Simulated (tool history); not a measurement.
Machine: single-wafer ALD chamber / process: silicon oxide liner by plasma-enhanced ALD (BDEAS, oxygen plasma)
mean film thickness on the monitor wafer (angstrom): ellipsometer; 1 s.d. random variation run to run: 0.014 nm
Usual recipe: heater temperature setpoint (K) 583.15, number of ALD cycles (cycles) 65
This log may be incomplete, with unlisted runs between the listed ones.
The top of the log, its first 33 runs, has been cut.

run	day	heater temperature setpoint (K)	number of ALD cycles (cycles)	read-back reference wafer on the same gauge, thickness_nm	mean film thickness on the monitor wafer (angstrom)
34	102.442	568.15	65	4.734	59.81
35	104.162	583.15	65	4.737	58.31
36	105.733	583.15	75	4.743	67.19
37	109.367	583.15	65	4.746	58.09
38	113.721	592.15	56	4.752	49.76
39	116.571	592.15	58	4.749	51.33
40	121.000	583.15	65	4.752	58.29
# day 121.662: thermocouple changed; heater temperature recalibrated
41	122.667	583.15	65	4.755	58.50
42	124.671	583.15	65	4.755	58.81
43	127.875	583.15	73	4.754	65.60
44	129.762	583.15	57	4.756	51.41
45	133.221	588.15	75	4.762	67.07

Predict each of these 5 candidate next runs independently; none follows another, all start after run 45:
A	133.242	583.15	70	?	?
B	133.242	597.15	53	?	?
C	133.242	595.15	75	?	?
D	133.242	594.15	55	?	?
E	133.242	572.15	65	?	?

run	read-back reference wafer on the same gauge, thickness_nm	mean film thickness on the monitor wafer (angstrom)
A	4.760	62.86
B	4.760	46.71
C	4.760	66.27
D	4.760	48.67
E	4.760	59.28
What these runs would have given with no unlogged condition in the tool:
run	mean film thickness on the monitor wafer (angstrom)
A	62.21
B	46.22
C	65.58
D	48.16
E	58.66

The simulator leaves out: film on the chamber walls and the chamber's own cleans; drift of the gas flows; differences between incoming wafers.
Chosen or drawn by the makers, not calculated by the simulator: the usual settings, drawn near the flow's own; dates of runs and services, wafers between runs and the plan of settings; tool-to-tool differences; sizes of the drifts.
